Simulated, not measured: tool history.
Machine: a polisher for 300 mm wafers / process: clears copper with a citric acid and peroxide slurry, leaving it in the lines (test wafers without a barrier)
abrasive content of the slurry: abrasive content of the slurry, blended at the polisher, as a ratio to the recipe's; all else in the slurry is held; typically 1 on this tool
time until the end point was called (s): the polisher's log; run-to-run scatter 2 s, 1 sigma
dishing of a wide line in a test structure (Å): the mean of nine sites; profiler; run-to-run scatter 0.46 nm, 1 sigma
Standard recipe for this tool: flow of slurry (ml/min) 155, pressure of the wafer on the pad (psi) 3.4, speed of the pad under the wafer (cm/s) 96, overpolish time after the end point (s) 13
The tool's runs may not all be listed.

run   hour  flow of slurry (ml/min)  pressure of the wafer on the pad (psi)  speed of the pad under the wafer (cm/s)  abrasive content of the slurry  overpolish time after the end point (s)  incoming thickness of the incoming film, nm  time until the end point was called (s)  dishing of a wide line in a test structure (Å)
  1      0                      155                                     3.4                                       96                               1                                       13                                        325.5                                    128.7                                             262
  2   13.8                      155                                     3.4                                       96                               1                                       13                                        320.7                                    122.6                                             257
  3   45.4                      155                                     3.4                                       96                               1                                       13                                        317.8                                      128                                             264
  4   76.1                      155                                     3.4                                       96                               1                                       13                                        324.7                                    132.9                                             250
  5  105.8                      145                                     3.4                                       96                               1                                       13                                        324.2                                      129                                             246
  6  135.2                      130                                     3.4                                       72                               1                                       13                                        317.1                                    161.6                                             205
  7  155.9                      180                                     3.4                                       96                             1.1                                       18                                        317.9                                    116.9                                             347
  8    178                      185                                     3.4                                       68                               1                                       19                                          316                                    164.8                                             289
  9  201.2                      155                                     3.4                                       64                               1                                       13                                        317.4                                    178.3                                             187
 10  214.9                      130                                     3.4                                       72                               1                                       13                                        319.6                                      169                                             192
 11  236.4                      155                                     3.4                                       96                               1                                       13                                        321.9                                    131.9                                             245
 12  263.6                      140                                     2.3                                       96                            0.85                                       16                                        322.4                                    202.2                                             208
 13    283                      155                                     3.4                                       74                             0.7                                       13                                          314                                    178.5                                             183
 14  307.4                      155                                     3.4                                       96                               1                                        8                                        322.8                                    143.3                                             152
 15  329.5                      105                                     3.4                                       96                             1.3                                       13                                        324.2                                    132.3                                             248
 16    359                      155                                     3.4                                      128                               1                                        9                                        317.9                                     97.8                                             240
 17  379.8                      155                                     3.8                                      122                             0.9                                       13                                        314.1                                     95.8                                             345
 18  401.1                      155                                     3.4                                       96                               1                                       13                                        323.7                                    123.2                                             257
 19  425.6                      135                                     4.3                                       96                             0.8                                        6                                        313.7                                    111.3                                             140
 20    460                      155                                     2.2                                      114                            1.15                                       20                                        317.8                                    150.8                                             320
 21  485.7                      155                                     3.4                                       96                               1                                       13                                        316.3                                    129.2                                             259
 22  514.5                      155                                     3.4                                       96                            1.15                                       13                                        323.4                                    127.4                                             267
 23  545.2                      155                                       3                                      120                               1                                       13                                        317.5                                    121.9                                             271
 24  578.9                      155                                     3.4                                       96                               1                                       13                                        318.9                                    131.4                                             245
 25  591.6                      155                                     3.4                                       96                               1                                       17                                        313.2                                    136.1                                             313
 26  625.1                      140                                     3.4                                       96                               1                                       20                                        323.6                                    139.7                                             337
 27  647.4                      195                                     3.4                                       96                             1.2                                       13                                        317.7                                    130.4                                             252
 28  683.6                      155                                     3.4                                       64                               1                                       13                                          320                                    176.5                                             189

Between the runs listed above, the log contained 6 entries, not reproduced here. Where in the sequence does each belong, and how does what the log doesn't record of the tool's condition differ from the listed run before to the listed run after?
Runs 2 to 3: worn pad replaced by a new one (hour 41.8)
  abrasive missing from the slurry, %: 3.44 -> 4.05
  measured minus no-state result, time until the end point was called (s): +1.1 -> +1.3; dishing of a wide line in a test structure (Å): -2 -> -3
Runs 14 to 15: slurry blender recalibrated (hour 320.2)
  abrasive missing from the slurry, %: 33.7 -> 3.15
  measured minus no-state result, time until the end point was called (s): +14.4 -> +1.1; dishing of a wide line in a test structure (Å): -16 -> -2
Runs 15 to 16: worn pad replaced by a new one (hour 354.6)
  abrasive missing from the slurry, %: 3.15 -> 3.61
  measured minus no-state result, time until the end point was called (s): +1.1 -> +0.9; dishing of a wide line in a test structure (Å): -2 -> -2
Runs 25 to 26: slurry nozzle cleaned (hour 609.1); worn pad replaced by a new one (hour 623.8)
  abrasive missing from the slurry, %: 26.7 -> 32.9
  measured minus no-state result, time until the end point was called (s): +10.4 -> +13.6; dishing of a wide line in a test structure (Å): -23 -> -32
Runs 27 to 28: slurry blender recalibrated (hour 683.1)
  abrasive missing from the slurry, %: 37.4 -> 3.07
  measured minus no-state result, time until the end point was called (s): +15.2 -> +1.4; dishing of a wide line in a test structure (Å): -30 -> -2
